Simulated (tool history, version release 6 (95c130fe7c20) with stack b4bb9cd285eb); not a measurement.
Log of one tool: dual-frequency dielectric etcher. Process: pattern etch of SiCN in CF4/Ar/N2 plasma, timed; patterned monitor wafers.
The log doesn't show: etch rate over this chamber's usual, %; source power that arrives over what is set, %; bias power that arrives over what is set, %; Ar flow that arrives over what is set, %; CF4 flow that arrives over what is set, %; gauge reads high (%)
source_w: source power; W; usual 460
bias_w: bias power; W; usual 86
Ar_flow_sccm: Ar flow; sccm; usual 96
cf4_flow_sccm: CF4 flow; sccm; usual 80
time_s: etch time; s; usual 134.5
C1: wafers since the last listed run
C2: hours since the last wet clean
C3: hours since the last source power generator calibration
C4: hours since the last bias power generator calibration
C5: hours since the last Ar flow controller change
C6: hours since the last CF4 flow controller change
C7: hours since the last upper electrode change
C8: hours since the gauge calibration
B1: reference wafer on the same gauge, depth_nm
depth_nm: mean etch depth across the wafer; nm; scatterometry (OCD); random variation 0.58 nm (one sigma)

{"run": 1, "hour": 0.0, "source_w": 460, "bias_w": 86, "Ar_flow_sccm": 96, "cf4_flow_sccm": 80, "time_s": 134.5, "C1": 0, "C2": 264.7, "C3": 2868.5, "C4": 6.6, "C5": 5103.6, "C6": 1810.8, "C7": 2349.5, "C8": 839.4, "B1": 118.2, "depth_nm": 132.1}
{"run": 2, "hour": 37.4, "source_w": 460, "bias_w": 65, "Ar_flow_sccm": 96, "cf4_flow_sccm": 80, "time_s": 134.5, "C1": 365, "C2": 302.1, "C3": 2905.9, "C4": 44.0, "C5": 5141.0, "C6": 1848.2, "C7": 2386.9, "C8": 876.8, "B1": 117.9, "depth_nm": 112.5}
{"hour": 60.6, "done": "Ar flow controller replaced"}
{"hour": 81.8, "done": "wet clean of the chamber"}
{"run": 3, "hour": 82.3, "source_w": 460, "bias_w": 86, "Ar_flow_sccm": 96, "cf4_flow_sccm": 80, "time_s": 134.5, "C1": 172, "C2": 0.5, "C3": 2950.8, "C4": 88.9, "C5": 21.7, "C6": 1893.1, "C7": 2431.8, "C8": 921.7, "B1": 118.0, "depth_nm": 128.1}
{"run": 4, "hour": 150.1, "source_w": 520, "bias_w": 103, "Ar_flow_sccm": 96, "cf4_flow_sccm": 80, "time_s": 134.5, "C1": 662, "C2": 68.3, "C3": 3018.6, "C4": 156.7, "C5": 89.5, "C6": 1960.9, "C7": 2499.6, "C8": 989.5, "B1": 118.0, "depth_nm": 153.6}
{"hour": 176.4, "done": "CF4 flow controller replaced"}
{"run": 5, "hour": 176.9, "source_w": 460, "bias_w": 86, "Ar_flow_sccm": 96, "cf4_flow_sccm": 80, "time_s": 134.5, "C1": 203, "C2": 95.1, "C3": 3045.4, "C4": 183.5, "C5": 116.3, "C6": 0.5, "C7": 2526.4, "C8": 1016.3, "B1": 118.1, "depth_nm": 128.3}
{"run": 6, "hour": 193.9, "source_w": 580, "bias_w": 86, "Ar_flow_sccm": 96, "cf4_flow_sccm": 62, "time_s": 134.5, "C1": 166, "C2": 112.1, "C3": 3062.4, "C4": 200.5, "C5": 133.3, "C6": 17.5, "C7": 2543.4, "C8": 1033.3, "B1": 118.1, "depth_nm": 148.8}
{"run": 7, "hour": 224.0, "source_w": 460, "bias_w": 86, "Ar_flow_sccm": 96, "cf4_flow_sccm": 80, "time_s": 105.5, "C1": 293, "C2": 142.2, "C3": 3092.5, "C4": 230.6, "C5": 163.4, "C6": 47.6, "C7": 2573.5, "C8": 1063.4, "B1": 118.0, "depth_nm": 102.0}
{"run": 8, "hour": 246.7, "source_w": 460, "bias_w": 105, "Ar_flow_sccm": 106, "cf4_flow_sccm": 73, "time_s": 134.5, "C1": 221, "C2": 164.9, "C3": 3115.2, "C4": 253.3, "C5": 186.1, "C6": 70.3, "C7": 2596.2, "C8": 1086.1, "B1": 118.2, "depth_nm": 141.9}
{"run": 9, "hour": 270.7, "source_w": 580, "bias_w": 86, "Ar_flow_sccm": 81, "cf4_flow_sccm": 85, "time_s": 105.0, "C1": 234, "C2": 188.9, "C3": 3139.2, "C4": 277.3, "C5": 210.1, "C6": 94.3, "C7": 2620.2, "C8": 1110.1, "B1": 118.0, "depth_nm": 125.0}
{"run": 10, "hour": 303.7, "source_w": 530, "bias_w": 86, "Ar_flow_sccm": 84, "cf4_flow_sccm": 67, "time_s": 106.5, "C1": 322, "C2": 221.9, "C3": 3172.2, "C4": 310.3, "C5": 243.1, "C6": 127.3, "C7": 2653.2, "C8": 1143.1, "B1": 118.0, "depth_nm": 114.3}
{"hour": 318.0, "done": "source power generator calibrated"}
{"hour": 336.0, "done": "upper electrode replaced"}
{"run": 11, "hour": 336.5, "source_w": 460, "bias_w": 73, "Ar_flow_sccm": 96, "cf4_flow_sccm": 80, "time_s": 172.5, "C1": 105, "C2": 254.7, "C3": 18.5, "C4": 343.1, "C5": 275.9, "C6": 160.1, "C7": 0.5, "C8": 1175.9, "B1": 118.2, "depth_nm": 153.4}
{"hour": 356.5, "done": "gauge calibrated"}
{"run": 12, "hour": 357.0, "source_w": 460, "bias_w": 86, "Ar_flow_sccm": 102, "cf4_flow_sccm": 80, "time_s": 119.5, "C1": 200, "C2": 275.2, "C3": 39.0, "C4": 363.6, "C5": 296.4, "C6": 180.6, "C7": 21.0, "C8": 0.5, "B1": 118.4, "depth_nm": 115.1}
{"run": 13, "hour": 380.5, "source_w": 460, "bias_w": 69, "Ar_flow_sccm": 96, "cf4_flow_sccm": 80, "time_s": 134.5, "C1": 229, "C2": 298.7, "C3": 62.5, "C4": 387.1, "C5": 319.9, "C6": 204.1, "C7": 44.5, "C8": 24.0, "B1": 117.9, "depth_nm": 116.6}
{"run": 14, "hour": 404.2, "source_w": 400, "bias_w": 104, "Ar_flow_sccm": 104, "cf4_flow_sccm": 80, "time_s": 154.5, "C1": 231, "C2": 322.4, "C3": 86.2, "C4": 410.8, "C5": 343.6, "C6": 227.8, "C7": 68.2, "C8": 47.7, "B1": 117.8, "depth_nm": 150.8}
{"run": 15, "hour": 438.5, "source_w": 460, "bias_w": 86, "Ar_flow_sccm": 120, "cf4_flow_sccm": 80, "time_s": 134.5, "C1": 334, "C2": 356.7, "C3": 120.5, "C4": 445.1, "C5": 377.9, "C6": 262.1, "C7": 102.5, "C8": 82.0, "B1": 118.0, "depth_nm": 127.7}
{"run": 16, "hour": 461.7, "source_w": 460, "bias_w": 86, "Ar_flow_sccm": 96, "cf4_flow_sccm": 80, "time_s": 134.5, "C1": 226, "C2": 379.9, "C3": 143.7, "C4": 468.3, "C5": 401.1, "C6": 285.3, "C7": 125.7, "C8": 105.2, "B1": 117.8, "depth_nm": 134.2}
{"run": 17, "hour": 485.5, "source_w": 460, "bias_w": 86, "Ar_flow_sccm": 96, "cf4_flow_sccm": 80, "time_s": 134.5, "C1": 232, "C2": 403.7, "C3": 167.5, "C4": 492.1, "C5": 424.9, "C6": 309.1, "C7": 149.5, "C8": 129.0, "B1": 117.9, "depth_nm": 134.4}
{"hour": 524.3, "done": "wet clean of the chamber"}
{"run": 18, "hour": 524.8, "source_w": 460, "bias_w": 86, "Ar_flow_sccm": 82, "cf4_flow_sccm": 80, "time_s": 134.5, "C1": 149, "C2": 0.5, "C3": 206.8, "C4": 531.4, "C5": 464.2, "C6": 348.4, "C7": 188.8, "C8": 168.3, "B1": 118.1, "depth_nm": 131.2}
{"run": 19, "hour": 525.2, "source_w": 460, "bias_w": 86, "Ar_flow_sccm": 96, "cf4_flow_sccm": 80, "time_s": 134.5, "C1": 3, "C2": 0.9, "C3": 207.2, "C4": 531.8, "C5": 464.6, "C6": 348.8, "C7": 189.2, "C8": 168.7, "B1": 117.9, "depth_nm": 127.2}
{"run": 20, "hour": 542.9, "source_w": 500, "bias_w": 106, "Ar_flow_sccm": 96, "cf4_flow_sccm": 91, "time_s": 107.5, "C1": 172, "C2": 18.6, "C3": 224.9, "C4": 549.5, "C5": 482.3, "C6": 366.5, "C7": 206.9, "C8": 186.4, "B1": 117.9, "depth_nm": 121.9}
{"run": 21, "hour": 561.2, "source_w": 460, "bias_w": 86, "Ar_flow_sccm": 96, "cf4_flow_sccm": 80, "time_s": 134.5, "C1": 178, "C2": 36.9, "C3": 243.2, "C4": 567.8, "C5": 500.6, "C6": 384.8, "C7": 225.2, "C8": 204.7, "B1": 117.8, "depth_nm": 127.1}

Forecast each of these 4 alternatives for the next run:
{"run": "A", "hour": 561.7, "source_w": 460, "bias_w": 86, "Ar_flow_sccm": 96, "cf4_flow_sccm": 92, "time_s": 134.5, "C1": 4, "C2": 37.4, "C3": 243.7, "C4": 568.3, "C5": 501.1, "C6": 385.3, "C7": 225.7, "C8": 205.2, "B1": "?", "depth_nm": "?"}
{"run": "B", "hour": 561.7, "source_w": 510, "bias_w": 86, "Ar_flow_sccm": 96, "cf4_flow_sccm": 80, "time_s": 112.5, "C1": 4, "C2": 37.4, "C3": 243.7, "C4": 568.3, "C5": 501.1, "C6": 385.3, "C7": 225.7, "C8": 205.2, "B1": "?", "depth_nm": "?"}
{"run": "C", "hour": 561.7, "source_w": 510, "bias_w": 86, "Ar_flow_sccm": 119, "cf4_flow_sccm": 87, "time_s": 154.0, "C1": 4, "C2": 37.4, "C3": 243.7, "C4": 568.3, "C5": 501.1, "C6": 385.3, "C7": 225.7, "C8": 205.2, "B1": "?", "depth_nm": "?"}
{"run": "D", "hour": 561.7, "source_w": 460, "bias_w": 94, "Ar_flow_sccm": 96, "cf4_flow_sccm": 80, "time_s": 134.5, "C1": 4, "C2": 37.4, "C3": 243.7, "C4": 568.3, "C5": 501.1, "C6": 385.3, "C7": 225.7, "C8": 205.2, "B1": "?", "depth_nm": "?"}

run=A B1=117.8 depth_nm=129.6
run=B B1=117.8 depth_nm=114.6
run=C B1=117.8 depth_nm=151.5
run=D B1=117.8 depth_nm=134.1
Without the tool's hidden state the same runs would have given:
run=A depth_nm=130.3
run=B depth_nm=115.2
run=C depth_nm=152.3
run=D depth_nm=134.8

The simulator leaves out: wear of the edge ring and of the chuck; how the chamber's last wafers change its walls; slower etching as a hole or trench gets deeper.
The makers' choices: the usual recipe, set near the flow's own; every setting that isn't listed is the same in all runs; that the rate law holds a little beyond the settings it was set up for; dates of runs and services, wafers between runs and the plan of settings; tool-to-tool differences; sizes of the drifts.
